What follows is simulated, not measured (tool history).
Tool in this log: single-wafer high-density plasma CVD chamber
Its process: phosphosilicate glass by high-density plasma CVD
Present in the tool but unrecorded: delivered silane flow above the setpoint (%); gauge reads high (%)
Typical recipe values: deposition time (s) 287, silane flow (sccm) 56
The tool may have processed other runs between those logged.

run   hour  deposition time (s)  silane flow (sccm)  wafers since the last listed run  hours since the silane flow controller was replaced  hours since the gauge calibration  read-back reference wafer on the same gauge, thickness_nm  mean film thickness on the monitor wafer (angstrom)
  1    0.0                  329                  56                                 0                                               2014.9                               19.6                                                   1349.858                                             19172.12
  2    8.7                  329                  56                                40                                               2023.6                               28.3                                                   1349.891                                             19149.67
  3   19.6                  329                  56                                50                                               2034.5                               39.2                                                   1351.096                                             19194.83
  4   27.4                  252                  59                                36                                               2042.3                               47.0                                                   1350.110                                             15472.91
  5   39.3                  287                  56                                55                                               2054.2                               58.9                                                   1350.263                                             16729.26
  6   54.0                  287                  56                                68                                               2068.9                               73.6                                                   1350.329                                             16747.86
  7   68.3                  287                  56                                66                                               2083.2                               87.9                                                   1349.451                                             16723.06
  8   80.1                  287                  56                                54                                               2095.0                               99.7                                                   1349.831                                             16722.89
  9   87.0                  287                  56                                32                                               2101.9                              106.6                                                   1349.411                                             16720.84
 10   99.8                  287                  56                                59                                               2114.7                              119.4                                                   1349.926                                             16750.69
 11  116.6                  235                  50                                78                                               2131.5                              136.2                                                   1350.301                                             12253.90
     119.5  -- gauge calibrated
 12  129.1                  287                  51                                58                                               2144.0                                9.6                                                   1349.517                                             15230.95
 13  140.3                  305                  67                                52                                               2155.2                               20.8                                                   1350.392                                             21259.78
 14  155.2                  287                  56                                69                                               2170.1                               35.7                                                   1349.817                                             16690.94
     169.8  -- silane flow controller replaced
 15  170.3                  335                  45                                33                                                  0.5                               50.8                                                   1350.078                                             14890.52
 16  175.6                  287                  56                                24                                                  5.8                               56.1                                                   1350.660                                             15892.74
 17  189.9                  249                  56                                66                                                 20.1                               70.4                                                   1350.237                                             13796.44
 18  202.4                  252                  59                                58                                                 32.6                               82.9                                                   1350.064                                             14729.17
 19  216.8                  329                  48                                67                                                 47.0                               97.3                                                   1349.117                                             15698.29
 20  225.1                  255                  48                                38                                                 55.3                              105.6                                                   1349.727                                             12168.34
 21  234.4                  335                  52                                43                                                 64.6                              114.9                                                   1349.460                                             17272.04

5 ways to go on from here, each from the tool as it stands after run 21. What would each give?
  A  234.9                  287                  56                                 2                                                 65.1                              115.4                                                          ?                                                    ?
  B  234.9                  325                  53                                 2                                                 65.1                              115.4                                                          ?                                                    ?
  C  234.9                  314                  62                                 2                                                 65.1                              115.4                                                          ?                                                    ?
  D  234.9                  328                  56                                 2                                                 65.1                              115.4                                                          ?                                                    ?
  E  234.9                  242                  61                                 2                                                 65.1                              115.4                                                          ?                                                    ?

run  read-back reference wafer on the same gauge, thickness_nm  mean film thickness on the monitor wafer (angstrom)
  A                                                   1350.126                                             15972.06
  B                                                   1350.126                                             17117.89
  C                                                   1350.126                                             19346.94
  D                                                   1350.126                                             18253.78
  E                                                   1350.126                                             14670.21
Take away the tool's hidden state, keep each run's random variation, and the runs would have read:
run  mean film thickness on the monitor wafer (angstrom)
  A                                             15744.54
  B                                             16874.05
  C                                             19071.35
  D                                             17993.76
  E                                             14461.23
